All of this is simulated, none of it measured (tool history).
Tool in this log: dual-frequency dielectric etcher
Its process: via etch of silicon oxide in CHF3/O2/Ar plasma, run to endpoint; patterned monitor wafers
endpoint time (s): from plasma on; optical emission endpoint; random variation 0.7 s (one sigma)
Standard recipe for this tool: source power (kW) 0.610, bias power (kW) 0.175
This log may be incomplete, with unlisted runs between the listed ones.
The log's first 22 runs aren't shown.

run   hour  source power (kW)  bias power (kW)  wafers since the last listed run  hours since the last wet clean  hours since the last source power generator calibration  hours since the last bias power generator calibration  hours since the last upper electrode change  incoming incoming film thickness, nm  endpoint time (s)
     536.2  -- bias power generator calibrated
 23  536.7              0.700            0.215                               101                           248.0                                                   4389.4                                                    0.5                                         93.8                                 431.8              208.1
 24  550.5              0.650            0.146                                53                           261.8                                                   4403.2                                                   14.3                                        107.6                                 423.3              238.0
 25  563.3              0.610            0.175                                49                           274.6                                                   4416.0                                                   27.1                                        120.4                                 429.7              236.9
     574.4  -- source power generator calibrated
 26  576.2              0.710            0.204                                34                           287.5                                                      1.8                                                   40.0                                        133.3                                 428.8              209.9
 27  602.8              0.610            0.203                               102                           314.1                                                     28.4                                                   66.6                                        159.9                                 432.4              226.8
 28  638.0              0.480            0.148                               135                           349.3                                                     63.6                                                  101.8                                        195.1                                 430.0              280.4
 29  664.2              0.610            0.148                               101                           375.5                                                     89.8                                                  128.0                                        221.3                                 431.9              252.1
 30  690.1              0.660            0.190                                99                           401.4                                                    115.7                                                  153.9                                        247.2                                 429.7              223.2
 31  708.1              0.540            0.133                                69                           419.4                                                    133.7                                                  171.9                                        265.2                                 427.1              272.2
 32  734.3              0.650            0.160                               101                           445.6                                                    159.9                                                  198.1                                        291.4                                 429.4              237.6
     787.8  -- wet clean of the chamber
 33  788.3              0.530            0.213                               115                             0.5                                                    213.9                                                  252.1                                        345.4                                 432.5              233.2
 34  818.5              0.610            0.175                               116                            30.7                                                    244.1                                                  282.3                                        375.6                                 427.9              232.1
 35  831.7              0.670            0.196                                50                            43.9                                                    257.3                                                  295.5                                        388.8                                 430.7              216.9

4 ways to go on from here, each from the tool as it stands after run 35. What would each give?
  A  832.2              0.500            0.175                                 1                            44.4                                                    257.8                                                  296.0                                        389.3                                 433.0                  ?
  B  832.2              0.470            0.195                                 1                            44.4                                                    257.8                                                  296.0                                        389.3                                 433.0                  ?
  C  832.2              0.570            0.175                                 1                            44.4                                                    257.8                                                  296.0                                        389.3                                 433.0                  ?
  D  832.2              0.550            0.175                                 1                            44.4                                                    257.8                                                  296.0                                        389.3                                 433.0                  ?

run  endpoint time (s)
  A              256.4
  B              254.0
  C              241.8
  D              245.7
What these runs would have given with no unlogged condition in the tool:
run  endpoint time (s)
  A              255.5
  B              253.1
  C              241.0
  D              244.9
